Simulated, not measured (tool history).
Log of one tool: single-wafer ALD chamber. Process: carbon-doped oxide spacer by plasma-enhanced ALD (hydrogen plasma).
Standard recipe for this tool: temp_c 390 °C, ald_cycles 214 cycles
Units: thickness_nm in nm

| run | day | temp_c | ald_cycles | read-back reference wafer on the same gauge, thickness_nm | thickness_nm |
|---|---|---|---|---|---|
| 1 | 0.000 | 390 | 183 | 10.600 | 10.203 |
| 2 | 1.708 | 390 | 183 | 10.599 | 10.199 |
| 3 | 6.071 | 390 | 214 | 10.601 | 11.933 |
| 4 | 10.025 | 390 | 214 | 10.602 | 11.881 |
| 5 | 12.454 | 390 | 214 | 10.599 | 11.925 |
| 6 | 15.954 | 390 | 214 | 10.598 | 11.906 |
| 7 | 20.433 | 382 | 214 | 10.594 | 11.970 |
| 8 | 22.617 | 390 | 214 | 10.591 | 11.865 |
| 9 | 25.167 | 398 | 214 | 10.602 | 11.944 |
| 10 | 28.200 | 382 | 214 | 10.600 | 11.924 |
|  | 29.000 | gauge calibrated |
|  | 30.529 | thermocouple changed; heater temperature recalibrated |
| 11 | 31.179 | 378 | 178 | 10.597 | 9.918 |
| 12 | 35.604 | 398 | 214 | 10.597 | 11.928 |
| 13 | 37.804 | 390 | 238 | 10.601 | 13.303 |
| 14 | 42.258 | 381 | 248 | 10.593 | 13.881 |
| 15 | 46.004 | 390 | 197 | 10.592 | 10.990 |

5 options for the next run, each taken on its own from the tool as it stands now. Forecast them:
| A | 46.033 | 390 | 214 | ? | ? |
| B | 46.033 | 380 | 196 | ? | ? |
| C | 46.033 | 398 | 194 | ? | ? |
| D | 46.033 | 404 | 202 | ? | ? |
| E | 46.033 | 390 | 230 | ? | ? |

| run | read-back reference wafer on the same gauge, thickness_nm | thickness_nm |
|---|---|---|
| A | 10.601 | 11.894 |
| B | 10.601 | 10.894 |
| C | 10.601 | 10.783 |
| D | 10.601 | 11.149 |
| E | 10.601 | 12.784 |
Had the tool no hidden state, the same runs would have come out as:
| run | thickness_nm |
|---|---|
| A | 11.894 |
| B | 10.894 |
| C | 10.783 |
| D | 11.149 |
| E | 12.784 |
